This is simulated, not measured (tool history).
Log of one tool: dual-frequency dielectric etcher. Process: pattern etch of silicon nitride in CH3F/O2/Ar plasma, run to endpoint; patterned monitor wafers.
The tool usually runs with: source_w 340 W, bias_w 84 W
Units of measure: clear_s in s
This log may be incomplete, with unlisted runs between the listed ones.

run,hour,source_w,bias_w,wafers since the last listed run,hours since the last wet clean,hours since the last source power generator calibration,hours since the last bias power generator calibration,hours since the last upper electrode change,"incoming incoming film thickness, nm",clear_s
1,0,380,84,0,326.5,1249.8,4289.2,3476,21.23,30.6
# hour 44.8: wet clean of the chamber
2,45.3,340,84,205,0.5,1295.1,4334.5,3521.3,21.26,29.8
3,69.6,340,84,234,24.8,1319.4,4358.8,3545.6,21.04,30
4,109.6,340,84,386,64.8,1359.4,4398.8,3585.6,21.27,30.3
5,144.5,280,73,336,99.7,1394.3,4433.7,3620.5,21.12,34.8
6,212,280,73,651,167.2,1461.8,4501.2,3688,21.13,35.1
7,246.7,340,84,334,201.9,1496.5,4535.9,3722.7,21.31,30.9
8,281.5,340,84,335,236.7,1531.3,4570.7,3757.5,21.39,31.2
9,310.3,340,84,278,265.5,1560.1,4599.5,3786.3,21.32,31.4
10,343.7,340,84,322,298.9,1593.5,4632.9,3819.7,21.11,31.1
# hour 356.4: bias power generator calibrated
# hour 392.2: wet clean of the chamber
11,475.6,290,84,1002,83.4,1725.4,119.2,3951.6,21.22,32.3
12,537.3,340,84,595,145.1,1787.1,180.9,4013.3,21.14,30.9
13,562.3,390,70,241,170.1,1812.1,205.9,4038.3,20.97,32.1
# hour 572: source power generator calibrated
14,627.8,340,100,593,235.6,55.8,271.4,4103.8,21.27,28.5
15,668.5,270,73,392,276.3,96.5,312.1,4144.5,21.09,35.5
16,717.2,310,84,470,325,145.2,360.8,4193.2,21.19,32.2
# hour 761.6: upper electrode replaced
# hour 762: wet clean of the chamber
17,770.2,300,65,275,8.2,198.2,413.8,8.6,21.28,35.3
18,825.3,340,84,531,63.3,253.3,468.9,63.7,21.28,29.9
19,884.7,290,76,573,122.7,312.7,528.3,123.1,21.01,33
20,932.6,310,84,462,170.6,360.6,576.2,171,21.29,31.2
21,962.8,280,91,291,200.8,390.8,606.4,201.2,20.96,30.5

Alternative continuations, all from the tool just after run 21; predict every row:
A,963.2,340,84,3,201.2,391.2,606.8,201.6,21.29,?
B,963.2,290,98,3,201.2,391.2,606.8,201.6,21.29,?
C,963.2,410,99,3,201.2,391.2,606.8,201.6,21.29,?
D,963.2,300,84,3,201.2,391.2,606.8,201.6,21.29,?

run,clear_s
A,30.7
B,29.8
C,26.7
D,31.9
What these runs would have given with no unlogged condition in the tool:
run,clear_s
A,30.4
B,29.4
C,26.4
D,31.5

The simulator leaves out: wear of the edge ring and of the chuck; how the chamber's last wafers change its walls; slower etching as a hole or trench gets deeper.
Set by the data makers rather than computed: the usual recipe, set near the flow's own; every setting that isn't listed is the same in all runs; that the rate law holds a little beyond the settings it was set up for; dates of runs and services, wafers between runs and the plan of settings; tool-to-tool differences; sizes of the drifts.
